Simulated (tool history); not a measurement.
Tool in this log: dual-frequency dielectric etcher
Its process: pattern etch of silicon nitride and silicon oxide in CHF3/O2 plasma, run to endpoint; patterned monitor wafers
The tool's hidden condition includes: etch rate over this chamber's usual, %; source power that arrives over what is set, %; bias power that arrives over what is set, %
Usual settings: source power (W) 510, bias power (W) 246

| run | day | source power (W) | bias power (W) | wafers since the last listed run | hours since the last wet clean | hours since the last source power generator calibration | hours since the last bias power generator calibration | hours since the last upper electrode change | incoming incoming film thickness, nm | endpoint time (s) |
|---|---|---|---|---|---|---|---|---|---|---|
| 1 | 0.000 | 510 | 246 | 0 | 179.1 | 3597.9 | 3463.1 | 2723.5 | 315.6 | 209.4 |
| 2 | 0.429 | 510 | 246 | 70 | 189.4 | 3608.2 | 3473.4 | 2733.8 | 320.2 | 213.3 |
| 3 | 0.696 | 510 | 246 | 43 | 195.8 | 3614.6 | 3479.8 | 2740.2 | 314.6 | 210.0 |
| 4 | 1.329 | 570 | 214 | 103 | 211.0 | 3629.8 | 3495.0 | 2755.4 | 314.7 | 211.1 |
| 5 | 1.871 | 510 | 246 | 88 | 224.0 | 3642.8 | 3508.0 | 2768.4 | 316.2 | 215.6 |
| 6 | 2.208 | 510 | 246 | 55 | 232.1 | 3650.9 | 3516.1 | 2776.5 | 316.1 | 210.7 |
| 7 | 2.679 | 510 | 246 | 77 | 243.4 | 3662.2 | 3527.4 | 2787.8 | 315.5 | 211.3 |
| 8 | 3.979 | 410 | 263 | 212 | 274.6 | 3693.4 | 3558.6 | 2819.0 | 316.0 | 233.2 |
| 9 | 4.462 | 410 | 263 | 79 | 286.2 | 3705.0 | 3570.2 | 2830.6 | 317.1 | 232.1 |
| 10 | 5.133 | 510 | 246 | 109 | 302.3 | 3721.1 | 3586.3 | 2846.7 | 317.1 | 215.3 |
|  | 6.021 | source power generator calibrated |
|  | 6.954 | wet clean of the chamber |
| 11 | 6.975 | 600 | 246 | 121 | 0.5 | 22.9 | 3630.5 | 2890.9 | 315.4 | 187.9 |
| 12 | 6.988 | 600 | 246 | 2 | 0.8 | 23.2 | 3630.8 | 2891.2 | 317.2 | 189.5 |
| 13 | 7.004 | 600 | 246 | 2 | 1.2 | 23.6 | 3631.2 | 2891.6 | 316.3 | 189.8 |
| 14 | 7.288 | 510 | 246 | 46 | 8.0 | 30.4 | 3638.0 | 2898.4 | 316.4 | 208.3 |
|  | 8.746 | upper electrode replaced |
| 15 | 8.767 | 510 | 198 | 78 | 43.5 | 65.9 | 3673.5 | 0.5 | 316.6 | 228.3 |
| 16 | 8.783 | 460 | 246 | 2 | 43.9 | 66.3 | 3673.9 | 0.9 | 317.5 | 217.4 |
| 17 | 9.029 | 610 | 216 | 40 | 49.8 | 72.2 | 3679.8 | 6.8 | 314.9 | 201.9 |
|  | 9.529 | bias power generator calibrated |
| 18 | 9.583 | 600 | 270 | 63 | 63.1 | 85.5 | 1.3 | 20.1 | 315.7 | 181.5 |
| 19 | 9.879 | 510 | 246 | 48 | 70.2 | 92.6 | 8.4 | 27.2 | 316.0 | 206.4 |
| 20 | 10.533 | 540 | 220 | 107 | 85.9 | 108.3 | 24.1 | 42.9 | 318.7 | 212.6 |
| 21 | 10.842 | 420 | 246 | 50 | 93.3 | 115.7 | 31.5 | 50.3 | 323.1 | 237.7 |
| 22 | 11.579 | 430 | 193 | 120 | 111.0 | 133.4 | 49.2 | 68.0 | 316.3 | 254.7 |
| 23 | 12.242 | 400 | 246 | 108 | 126.9 | 149.3 | 65.1 | 83.9 | 319.9 | 241.3 |
| 24 | 12.892 | 600 | 199 | 106 | 142.5 | 164.9 | 80.7 | 99.5 | 321.2 | 214.4 |
| 25 | 13.283 | 510 | 246 | 64 | 151.9 | 174.3 | 90.1 | 108.9 | 319.3 | 213.2 |
| 26 | 13.604 | 510 | 246 | 52 | 159.6 | 182.0 | 97.8 | 116.6 | 315.6 | 210.2 |
| 27 | 14.017 | 570 | 300 | 67 | 169.5 | 191.9 | 107.7 | 126.5 | 316.1 | 182.9 |
| 28 | 14.317 | 510 | 246 | 49 | 176.7 | 199.1 | 114.9 | 133.7 | 316.1 | 209.1 |
| 29 | 14.854 | 510 | 246 | 88 | 189.6 | 212.0 | 127.8 | 146.6 | 319.3 | 213.6 |
| 30 | 15.208 | 560 | 195 | 58 | 198.1 | 220.5 | 136.3 | 155.1 | 318.4 | 226.2 |

Hidden condition of the tool, last listed run before each entry between runs versus first listed run after:
Runs 10 to 11: source power generator calibrated (day 6.021); wet clean of the chamber (day 6.954)
  etch rate over this chamber's usual, %: -3.59 -> 0.502
  the result without the hidden state subtracted from the measured one, endpoint time (s): +7.8 -> -1.0
Runs 14 to 15: upper electrode replaced (day 8.746)
  etch rate over this chamber's usual, %: 0.396 -> -0.105
  the result without the hidden state subtracted from the measured one, endpoint time (s): -0.8 -> +0.3
Runs 17 to 18: bias power generator calibrated (day 9.529)
  etch rate over this chamber's usual, %: -0.194 -> -0.382
  the result without the hidden state subtracted from the measured one, endpoint time (s): +0.4 -> +0.6
